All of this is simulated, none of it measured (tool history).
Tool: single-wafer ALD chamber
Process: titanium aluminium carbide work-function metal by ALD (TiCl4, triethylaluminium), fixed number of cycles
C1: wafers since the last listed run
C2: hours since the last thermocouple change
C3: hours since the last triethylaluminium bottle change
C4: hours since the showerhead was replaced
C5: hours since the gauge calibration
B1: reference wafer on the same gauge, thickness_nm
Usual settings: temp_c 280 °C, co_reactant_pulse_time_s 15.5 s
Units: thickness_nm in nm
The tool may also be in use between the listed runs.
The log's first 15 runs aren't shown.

run 16 hour=1084.7 | temp_c=269 co_reactant_pulse_time_s=19.43 | C1=283 C2=748.9 C3=857 C4=5949.9 C5=647.9 | B1=1.631 | thickness_nm=1.832
run 17 hour=1126.5 | temp_c=275 co_reactant_pulse_time_s=21.09 | C1=239 C2=790.7 C3=898.8 C4=5991.7 C5=689.7 | B1=1.63 | thickness_nm=1.889
run 18 hour=1162.7 | temp_c=295 co_reactant_pulse_time_s=9.86 | C1=207 C2=826.9 C3=935 C4=6027.9 C5=725.9 | B1=1.628 | thickness_nm=1.989
run 19 hour=1224 | temp_c=268 co_reactant_pulse_time_s=19.03 | C1=351 C2=888.2 C3=996.3 C4=6089.2 C5=787.2 | B1=1.631 | thickness_nm=1.835
run 20 hour=1312.9 | temp_c=284 co_reactant_pulse_time_s=10.72 | C1=510 C2=977.1 C3=1085.2 C4=6178.1 C5=876.1 | B1=1.629 | thickness_nm=1.916
-- hour=1358.5 showerhead replaced, of another model than before
run 21 hour=1359 | temp_c=280 co_reactant_pulse_time_s=15.5 | C1=218 C2=1023.2 C3=1131.3 C4=0.5 C5=922.2 | B1=1.631 | thickness_nm=1.926
run 22 hour=1401.3 | temp_c=288 co_reactant_pulse_time_s=15.5 | C1=242 C2=1065.5 C3=1173.6 C4=42.8 C5=964.5 | B1=1.629 | thickness_nm=1.985
-- hour=1467.5 triethylaluminium bottle replaced
run 23 hour=1485 | temp_c=280 co_reactant_pulse_time_s=19.46 | C1=434 C2=1149.2 C3=17.5 C4=126.5 C5=1048.2 | B1=1.631 | thickness_nm=1.925
run 24 hour=1578.1 | temp_c=280 co_reactant_pulse_time_s=15.5 | C1=534 C2=1242.3 C3=110.6 C4=219.6 C5=1141.3 | B1=1.628 | thickness_nm=1.931
run 25 hour=1658.1 | temp_c=280 co_reactant_pulse_time_s=15.5 | C1=459 C2=1322.3 C3=190.6 C4=299.6 C5=1221.3 | B1=1.63 | thickness_nm=1.921
run 26 hour=1764.5 | temp_c=266 co_reactant_pulse_time_s=21.04 | C1=610 C2=1428.7 C3=297 C4=406 C5=1327.7 | B1=1.631 | thickness_nm=1.83
run 27 hour=1812.7 | temp_c=273 co_reactant_pulse_time_s=11.22 | C1=276 C2=1476.9 C3=345.2 C4=454.2 C5=1375.9 | B1=1.629 | thickness_nm=1.861
run 28 hour=1883.1 | temp_c=270 co_reactant_pulse_time_s=15.5 | C1=404 C2=1547.3 C3=415.6 C4=524.6 C5=1446.3 | B1=1.629 | thickness_nm=1.847
run 29 hour=1937.6 | temp_c=267 co_reactant_pulse_time_s=20.45 | C1=312 C2=1601.8 C3=470.1 C4=579.1 C5=1500.8 | B1=1.631 | thickness_nm=1.835
run 30 hour=1991.1 | temp_c=268 co_reactant_pulse_time_s=20.33 | C1=307 C2=1655.3 C3=523.6 C4=632.6 C5=1554.3 | B1=1.631 | thickness_nm=1.847
run 31 hour=2090.8 | temp_c=294 co_reactant_pulse_time_s=17.85 | C1=572 C2=1755 C3=623.3 C4=732.3 C5=1654 | B1=1.629 | thickness_nm=2.05
run 32 hour=2127.9 | temp_c=280 co_reactant_pulse_time_s=15.5 | C1=213 C2=1792.1 C3=660.4 C4=769.4 C5=1691.1 | B1=1.63 | thickness_nm=1.936

5 ways to go on from here, each from the tool as it stands after run 32. What would each give?
run A hour=2128.3 | temp_c=280 co_reactant_pulse_time_s=15.5 | C1=2 C2=1792.5 C3=660.8 C4=769.8 C5=1691.5 | B1=? | thickness_nm=?
run B hour=2128.3 | temp_c=280 co_reactant_pulse_time_s=21.34 | C1=2 C2=1792.5 C3=660.8 C4=769.8 C5=1691.5 | B1=? | thickness_nm=?
run C hour=2128.3 | temp_c=287 co_reactant_pulse_time_s=12.26 | C1=2 C2=1792.5 C3=660.8 C4=769.8 C5=1691.5 | B1=? | thickness_nm=?
run D hour=2128.3 | temp_c=272 co_reactant_pulse_time_s=15.5 | C1=2 C2=1792.5 C3=660.8 C4=769.8 C5=1691.5 | B1=? | thickness_nm=?
run E hour=2128.3 | temp_c=266 co_reactant_pulse_time_s=19.77 | C1=2 C2=1792.5 C3=660.8 C4=769.8 C5=1691.5 | B1=? | thickness_nm=?

run=A B1=1.631 thickness_nm=1.937
run=B B1=1.631 thickness_nm=1.943
run=C B1=1.631 thickness_nm=1.983
run=D B1=1.631 thickness_nm=1.875
run=E B1=1.631 thickness_nm=1.833
Without the tool's hidden state the same runs would have given:
run=A thickness_nm=1.892
run=B thickness_nm=1.898
run=C thickness_nm=1.938
run=D thickness_nm=1.83
run=E thickness_nm=1.789

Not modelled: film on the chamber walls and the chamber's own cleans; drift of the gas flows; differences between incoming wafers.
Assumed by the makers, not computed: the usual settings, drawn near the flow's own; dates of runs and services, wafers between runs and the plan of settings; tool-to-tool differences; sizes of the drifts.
